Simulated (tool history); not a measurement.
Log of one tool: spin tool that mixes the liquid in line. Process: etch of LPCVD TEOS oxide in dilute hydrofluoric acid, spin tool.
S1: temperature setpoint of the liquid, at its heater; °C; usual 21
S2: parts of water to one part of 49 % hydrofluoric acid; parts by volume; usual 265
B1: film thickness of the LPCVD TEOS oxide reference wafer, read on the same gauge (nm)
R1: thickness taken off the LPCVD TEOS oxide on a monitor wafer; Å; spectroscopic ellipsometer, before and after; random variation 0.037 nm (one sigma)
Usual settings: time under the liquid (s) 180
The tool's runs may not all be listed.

Run 1, hour 0: usual settings; B1 40.01. Result: R1 105.6 Å.
Run 2, hour 74.7: usual settings; B1 40. Result: R1 105.7 Å.
Run 3, hour 152.3: usual settings; B1 40. Result: R1 106.3 Å.
Run 4, hour 242.9: usual settings but S1 20 °C, time under the liquid (s) 240; B1 39.99. Result: R1 136.2 Å.
Run 5, hour 342.8: usual settings but S1 20 °C, time under the liquid (s) 240; B1 39.98. Result: R1 137.1 Å.
Run 6, hour 421.6: usual settings but S1 20 °C, time under the liquid (s) 240; B1 40.01. Result: R1 136.5 Å.
At hour 501.9: thermometer replaced.
Run 7, hour 502.8: usual settings; B1 40. Result: R1 102.9 Å.
Run 8, hour 556.8: usual settings; B1 40.03. Result: R1 102.9 Å.
Run 9, hour 616.7: usual settings but time under the liquid (s) 100; B1 39.98. Result: R1 57 Å.
Run 10, hour 673.1: usual settings; B1 40.03. Result: R1 103.2 Å.
Run 11, hour 752.5: usual settings; B1 39.97. Result: R1 103.8 Å.
Run 12, hour 807.4: usual settings; B1 39.97. Result: R1 104.3 Å.
Run 13, hour 849.3: usual settings but S2 360 parts by volume, time under the liquid (s) 140; B1 39.99. Result: R1 54.4 Å.
Run 14, hour 923: usual settings but S2 185 parts by volume; B1 40.01. Result: R1 162.2 Å.
Run 15, hour 1010.1: usual settings; B1 39.99. Result: R1 105.4 Å.
At hour 1146: hydrofluoric acid flow meter replaced.
Run 16, hour 1154.1: usual settings; B1 39.99. Result: R1 110.6 Å.
Run 17, hour 1203.6: usual settings but S1 18 °C, S2 320 parts by volume; B1 39.99. Result: R1 78.3 Å.

Forecast run 18:
Run 18, hour 1297.9: usual settings but S1 17 °C, time under the liquid (s) 130; B1 ?. Result: R1 ?.

B1: 39.98
R1: 69.4 Å
Without the tool's hidden state the same run would have given R1 65.7 Å.
